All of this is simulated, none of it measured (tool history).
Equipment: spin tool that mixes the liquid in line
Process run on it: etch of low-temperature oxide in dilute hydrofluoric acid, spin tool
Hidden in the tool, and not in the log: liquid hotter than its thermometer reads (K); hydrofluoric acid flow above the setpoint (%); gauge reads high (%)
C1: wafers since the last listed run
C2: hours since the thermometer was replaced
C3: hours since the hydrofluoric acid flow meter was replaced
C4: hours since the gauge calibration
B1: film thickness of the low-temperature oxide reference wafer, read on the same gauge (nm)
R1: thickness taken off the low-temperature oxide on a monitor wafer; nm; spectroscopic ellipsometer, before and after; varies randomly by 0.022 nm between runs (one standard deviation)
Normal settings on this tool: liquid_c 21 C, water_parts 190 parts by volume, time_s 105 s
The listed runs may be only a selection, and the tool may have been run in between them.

{"run": 1, "day": 0.0, "liquid_c": 21, "water_parts": 190, "time_s": 105, "C1": 0, "C2": 1130.7, "C3": 1958.9, "C4": 79.8, "B1": 40.017, "R1": 5.688}
{"run": 2, "day": 0.671, "liquid_c": 21, "water_parts": 190, "time_s": 105, "C1": 219, "C2": 1146.8, "C3": 1975, "C4": 95.9, "B1": 40.02, "R1": 5.757}
{"day": 0.758, "done": "gauge calibrated"}
{"run": 3, "day": 1.275, "liquid_c": 21, "water_parts": 190, "time_s": 105, "C1": 197, "C2": 1161.3, "C3": 1989.5, "C4": 12.4, "B1": 40.028, "R1": 5.687}
{"run": 4, "day": 1.879, "liquid_c": 21, "water_parts": 190, "time_s": 105, "C1": 197, "C2": 1175.8, "C3": 2004, "C4": 26.9, "B1": 39.984, "R1": 5.694}
{"run": 5, "day": 2.525, "liquid_c": 21, "water_parts": 190, "time_s": 105, "C1": 211, "C2": 1191.3, "C3": 2019.5, "C4": 42.4, "B1": 39.982, "R1": 5.726}
{"run": 6, "day": 3.112, "liquid_c": 21, "water_parts": 190, "time_s": 105, "C1": 192, "C2": 1205.4, "C3": 2033.6, "C4": 56.5, "B1": 39.998, "R1": 5.746}
{"run": 7, "day": 3.675, "liquid_c": 21, "water_parts": 190, "time_s": 105, "C1": 183, "C2": 1218.9, "C3": 2047.1, "C4": 70, "B1": 39.98, "R1": 5.697}
{"run": 8, "day": 3.996, "liquid_c": 25, "water_parts": 190, "time_s": 80, "C1": 104, "C2": 1226.6, "C3": 2054.8, "C4": 77.7, "B1": 39.989, "R1": 5.044}
{"day": 4.35, "done": "thermometer replaced"}
{"run": 9, "day": 4.371, "liquid_c": 21, "water_parts": 190, "time_s": 105, "C1": 108, "C2": 0.5, "C3": 2063.8, "C4": 86.7, "B1": 39.987, "R1": 5.293}
{"day": 4.708, "done": "hydrofluoric acid flow meter replaced"}
{"run": 10, "day": 4.85, "liquid_c": 19, "water_parts": 150, "time_s": 60, "C1": 143, "C2": 12, "C3": 3.4, "C4": 98.2, "B1": 39.981, "R1": 3.711}
{"day": 5.129, "done": "gauge calibrated"}
{"run": 11, "day": 5.4, "liquid_c": 21, "water_parts": 190, "time_s": 105, "C1": 179, "C2": 25.2, "C3": 16.6, "C4": 6.5, "B1": 39.989, "R1": 5.35}
{"run": 12, "day": 6.038, "liquid_c": 18.5, "water_parts": 190, "time_s": 105, "C1": 208, "C2": 40.5, "C3": 31.9, "C4": 21.8, "B1": 40.012, "R1": 4.811}
{"run": 13, "day": 6.712, "liquid_c": 21, "water_parts": 190, "time_s": 105, "C1": 220, "C2": 56.7, "C3": 48.1, "C4": 38, "B1": 39.993, "R1": 5.317}
{"run": 14, "day": 7.162, "liquid_c": 19.5, "water_parts": 250, "time_s": 50, "C1": 147, "C2": 67.5, "C3": 58.9, "C4": 48.8, "B1": 40.033, "R1": 1.735}
{"run": 15, "day": 7.742, "liquid_c": 19.5, "water_parts": 190, "time_s": 105, "C1": 189, "C2": 81.4, "C3": 72.8, "C4": 62.7, "B1": 39.996, "R1": 5.006}
{"run": 16, "day": 8.483, "liquid_c": 18.5, "water_parts": 230, "time_s": 105, "C1": 242, "C2": 99.2, "C3": 90.6, "C4": 80.5, "B1": 40.027, "R1": 3.885}
{"run": 17, "day": 9.179, "liquid_c": 17, "water_parts": 265, "time_s": 145, "C1": 227, "C2": 115.9, "C3": 107.3, "C4": 97.2, "B1": 40.035, "R1": 4.241}

Across each entry between runs, compare the hidden state at the last listed run before it with the hidden state at the first listed run after it:
Run 2 -> run 3: gauge calibrated (day 0.758)
  liquid hotter than its thermometer reads (K): 2.25 -> 2.27
  difference, measured minus the result without the unlogged condition, R1: +0.471 -> +0.47 nm
Run 8 -> run 9: thermometer replaced (day 4.35)
  liquid hotter than its thermometer reads (K): 2.39 -> 0.309
  difference, measured minus the result without the unlogged condition, R1: +0.419 -> +0.063 nm
Run 9 -> run 10: hydrofluoric acid flow meter replaced (day 4.708)
  liquid hotter than its thermometer reads (K): 0.309 -> 0.329
  difference, measured minus the result without the unlogged condition, R1: +0.063 -> +0.049 nm
Run 10 -> run 11: gauge calibrated (day 5.129)
  liquid hotter than its thermometer reads (K): 0.329 -> 0.353
  difference, measured minus the result without the unlogged condition, R1: +0.049 -> +0.071 nm

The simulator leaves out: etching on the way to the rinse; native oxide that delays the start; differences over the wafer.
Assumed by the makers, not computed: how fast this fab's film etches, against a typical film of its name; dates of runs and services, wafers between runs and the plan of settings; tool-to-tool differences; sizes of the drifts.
